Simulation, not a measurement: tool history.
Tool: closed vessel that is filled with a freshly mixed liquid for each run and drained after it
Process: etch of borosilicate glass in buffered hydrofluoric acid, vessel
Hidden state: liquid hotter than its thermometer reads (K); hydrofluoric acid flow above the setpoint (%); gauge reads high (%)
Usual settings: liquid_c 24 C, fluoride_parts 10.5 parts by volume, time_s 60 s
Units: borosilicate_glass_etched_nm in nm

| run | day | liquid_c | fluoride_parts | time_s | wafers since the last listed run | hours since the thermometer was replaced | hours since the hydrofluoric acid flow meter was replaced | hours since the gauge calibration | read-back film thickness of the borosilicate glass reference wafer, read on the same gauge (nm) | borosilicate_glass_etched_nm |
|---|---|---|---|---|---|---|---|---|---|---|
| 1 | 0 | 24 | 10.5 | 60 | 0 | 365.7 | 740.6 | 2213.7 | 130.01 | 72.6 |
| 2 | 4.171 | 24 | 10.5 | 60 | 9969 | 465.8 | 840.7 | 2313.8 | 130 | 74.29 |
| 3 | 7.683 | 24 | 10.5 | 60 | 8395 | 550.1 | 925 | 2398.1 | 129.99 | 74.06 |
| 4 | 10.233 | 24 | 10.5 | 60 | 6095 | 611.3 | 986.2 | 2459.3 | 130.01 | 74.56 |
| 5 | 13.35 | 24 | 8 | 60 | 7449 | 686.1 | 1061 | 2534.1 | 129.97 | 95.1 |
| 6 | 14.862 | 24 | 8 | 60 | 3615 | 722.4 | 1097.3 | 2570.4 | 130 | 96.35 |
| 7 | 18.858 | 24 | 12.5 | 60 | 9551 | 818.3 | 1193.2 | 2666.3 | 130.01 | 64.57 |
| 8 | 22.354 | 24 | 12.5 | 60 | 8355 | 902.2 | 1277.1 | 2750.2 | 129.98 | 65.12 |
|  | 25.354 | thermometer replaced |
| 9 | 26.304 | 24 | 10.5 | 60 | 9341 | 22.8 | 1371.9 | 2845 | 130.03 | 70.35 |
|  | 27.112 | gauge calibrated |
| 10 | 30.538 | 24 | 10.5 | 60 | 10118 | 124.4 | 1473.5 | 82.2 | 129.98 | 70.71 |
| 11 | 33.733 | 26.5 | 10.5 | 35 | 7638 | 201.1 | 1550.2 | 158.9 | 130.01 | 47.87 |
| 12 | 37.071 | 27 | 12 | 90 | 7977 | 281.2 | 1630.3 | 239 | 130.03 | 110.37 |
| 13 | 39.975 | 29 | 7.5 | 60 | 6941 | 350.9 | 1700 | 308.7 | 129.99 | 131.64 |
| 14 | 42.117 | 28.5 | 12 | 60 | 5119 | 402.3 | 1751.4 | 360.1 | 130.01 | 80.8 |
| 15 | 45.975 | 24 | 10.5 | 80 | 9222 | 494.9 | 1844 | 452.7 | 129.99 | 97.03 |
| 16 | 49.638 | 29 | 10.5 | 45 | 8754 | 582.8 | 1931.9 | 540.6 | 130 | 72.24 |
| 17 | 53.817 | 28 | 13 | 30 | 9989 | 683.1 | 2032.2 | 640.9 | 130 | 37.73 |
| 18 | 55.867 | 24 | 7.5 | 75 | 4900 | 732.3 | 2081.4 | 690.1 | 130 | 128.45 |
| 19 | 57.458 | 24 | 10.5 | 85 | 3804 | 770.5 | 2119.6 | 728.3 | 130.02 | 106.67 |
| 20 | 60.438 | 24 | 10.5 | 60 | 7120 | 842 | 2191.1 | 799.8 | 130.01 | 76.15 |
|  | 61.258 | hydrofluoric acid flow meter replaced |
| 21 | 62.421 | 26 | 12.5 | 80 | 4641 | 889.6 | 27.9 | 847.4 | 130 | 95.73 |
|  | 62.808 | thermometer replaced |
| 22 | 65.4 | 28.5 | 12 | 60 | 7021 | 62.2 | 99.4 | 918.9 | 130 | 79.06 |
| 23 | 67.15 | 22.5 | 7.5 | 40 | 4182 | 104.2 | 141.4 | 960.9 | 130.02 | 60.53 |
| 24 | 73.096 | 24 | 10.5 | 90 | 14212 | 246.9 | 284.1 | 1103.6 | 130.02 | 108.56 |
| 25 | 75.583 | 28.5 | 13.5 | 60 | 5945 | 306.6 | 343.8 | 1163.3 | 130 | 71.63 |
| 26 | 77.321 | 20 | 12 | 70 | 4153 | 348.3 | 385.5 | 1205 | 130 | 60.15 |
| 27 | 80.567 | 20.5 | 6.5 | 85 | 7758 | 426.2 | 463.4 | 1282.9 | 130.03 | 137.02 |
| 28 | 82.583 | 24 | 10.5 | 60 | 4820 | 474.6 | 511.8 | 1331.3 | 130 | 74.8 |
| 29 | 86.871 | 24 | 10.5 | 45 | 10248 | 577.5 | 614.7 | 1434.2 | 130.02 | 56.38 |
| 30 | 95.983 | 24 | 10.5 | 60 | 21781 | 796.2 | 833.4 | 1652.9 | 130.02 | 76.31 |
| 31 | 97.875 | 26.5 | 10.5 | 60 | 4521 | 841.6 | 878.8 | 1698.3 | 130.01 | 88.44 |

The same runs without the tool's hidden state, with the same run-to-run variation:
| run | borosilicate_glass_etched_nm |
|---|---|
| 1 | 69.41 |
| 2 | 70.28 |
| 3 | 69.47 |
| 4 | 69.5 |
| 5 | 87.96 |
| 6 | 88.79 |
| 7 | 58.88 |
| 8 | 58.85 |
| 9 | 69.72 |
| 10 | 69.33 |
| 11 | 46.58 |
| 12 | 106.5 |
| 13 | 126.18 |
| 14 | 77.03 |
| 15 | 91.5 |
| 16 | 67.61 |
| 17 | 34.95 |
| 18 | 118.19 |
| 19 | 97.7 |
| 20 | 69.24 |
| 21 | 86.71 |
| 22 | 77.47 |
| 23 | 59.02 |
| 24 | 104.3 |
| 25 | 68.46 |
| 26 | 57.07 |
| 27 | 129.04 |
| 28 | 70.17 |
| 29 | 52.3 |
| 30 | 69.2 |
| 31 | 79.94 |
